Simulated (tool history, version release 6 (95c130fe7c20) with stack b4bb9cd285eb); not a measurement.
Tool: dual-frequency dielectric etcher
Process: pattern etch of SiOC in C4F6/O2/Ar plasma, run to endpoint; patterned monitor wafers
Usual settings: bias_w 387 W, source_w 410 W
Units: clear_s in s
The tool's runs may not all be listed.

| run | hour | bias_w | source_w | wafers since the last listed run | hours since the last wet clean | hours since the last bias power generator calibration | hours since the last source power generator calibration | hours since the last upper electrode change | incoming incoming film thickness, nm | clear_s |
|---|---|---|---|---|---|---|---|---|---|---|
| 1 | 0 | 387 | 410 | 0 | 113.1 | 4055.5 | 1166.6 | 3505.2 | 25.27 | 9.2 |
| 2 | 44.8 | 387 | 410 | 550 | 157.9 | 4100.3 | 1211.4 | 3550 | 25.27 | 9.2 |
| 3 | 90.3 | 387 | 410 | 559 | 203.4 | 4145.8 | 1256.9 | 3595.5 | 25.32 | 9.2 |
| 4 | 137.5 | 387 | 410 | 579 | 250.6 | 4193 | 1304.1 | 3642.7 | 25.11 | 9.1 |
| 5 | 183.8 | 387 | 480 | 568 | 296.9 | 4239.3 | 1350.4 | 3689 | 25.46 | 8.9 |
| 6 | 242.9 | 387 | 480 | 726 | 356 | 4298.4 | 1409.5 | 3748.1 | 25.27 | 8.9 |
| 7 | 283.1 | 387 | 410 | 493 | 396.2 | 4338.6 | 1449.7 | 3788.3 | 25.35 | 9.3 |
| 8 | 316.4 | 387 | 410 | 409 | 429.5 | 4371.9 | 1483 | 3821.6 | 25.32 | 9.3 |
| 9 | 376.7 | 387 | 410 | 740 | 489.8 | 4432.2 | 1543.3 | 3881.9 | 25.28 | 9.3 |
| 10 | 448.8 | 387 | 410 | 885 | 561.9 | 4504.3 | 1615.4 | 3954 | 25.41 | 9.4 |
|  | 495.8 | wet clean of the chamber |
| 11 | 518 | 387 | 410 | 555 | 22.2 | 4573.5 | 1684.6 | 4023.2 | 25.41 | 9.2 |
| 12 | 576 | 387 | 410 | 712 | 80.2 | 4631.5 | 1742.6 | 4081.2 | 25.32 | 9.2 |
|  | 608.8 | bias power generator calibrated |
| 13 | 632.8 | 387 | 410 | 648 | 137 | 24 | 1799.4 | 4138 | 25.53 | 9.3 |
| 14 | 671.7 | 444 | 500 | 477 | 175.9 | 62.9 | 1838.3 | 4176.9 | 25.28 | 8.5 |
| 15 | 738.1 | 387 | 410 | 815 | 242.3 | 129.3 | 1904.7 | 4243.3 | 25.63 | 9.3 |
| 16 | 800.2 | 443 | 410 | 762 | 304.4 | 191.4 | 1966.8 | 4305.4 | 25.46 | 9 |
| 17 | 860.4 | 417 | 330 | 739 | 364.6 | 251.6 | 2027 | 4365.6 | 25.37 | 9.5 |
|  | 889.9 | upper electrode replaced |
|  | 895.6 | source power generator calibrated |
| 18 | 911.3 | 387 | 410 | 281 | 415.5 | 302.5 | 15.7 | 21.4 | 25.58 | 9.4 |
| 19 | 965.7 | 466 | 310 | 668 | 469.9 | 356.9 | 70.1 | 75.8 | 25.17 | 9.3 |
| 20 | 1014.1 | 425 | 500 | 594 | 518.3 | 405.3 | 118.5 | 124.2 | 25.39 | 8.7 |
|  | 1059.1 | wet clean of the chamber |
| 21 | 1059.6 | 387 | 410 | 264 | 0.5 | 450.8 | 164 | 169.7 | 25.6 | 9.3 |
| 22 | 1106.8 | 387 | 410 | 579 | 47.7 | 498 | 211.2 | 216.9 | 25.21 | 9.1 |
| 23 | 1176.2 | 387 | 410 | 852 | 117.1 | 567.4 | 280.6 | 286.3 | 25.33 | 9.2 |
| 24 | 1227.3 | 387 | 370 | 627 | 168.2 | 618.5 | 331.7 | 337.4 | 25.29 | 9.4 |
| 25 | 1262.3 | 460 | 440 | 430 | 203.2 | 653.5 | 366.7 | 372.4 | 25.43 | 8.6 |
| 26 | 1330 | 311 | 340 | 831 | 270.9 | 721.2 | 434.4 | 440.1 | 25.45 | 10.3 |

Forecast each of these 3 alternatives for the next run:
| A | 1330.4 | 387 | 410 | 4 | 271.3 | 721.6 | 434.8 | 440.5 | 25.4 | ? |
| B | 1330.4 | 314 | 490 | 4 | 271.3 | 721.6 | 434.8 | 440.5 | 25.4 | ? |
| C | 1330.4 | 456 | 450 | 4 | 271.3 | 721.6 | 434.8 | 440.5 | 25.4 | ? |

| run | clear_s |
|---|---|
| A | 9.3 |
| B | 9.4 |
| C | 8.7 |
Without the tool's hidden state the same runs would have given:
| run | clear_s |
|---|---|
| A | 9.2 |
| B | 9.3 |
| C | 8.6 |
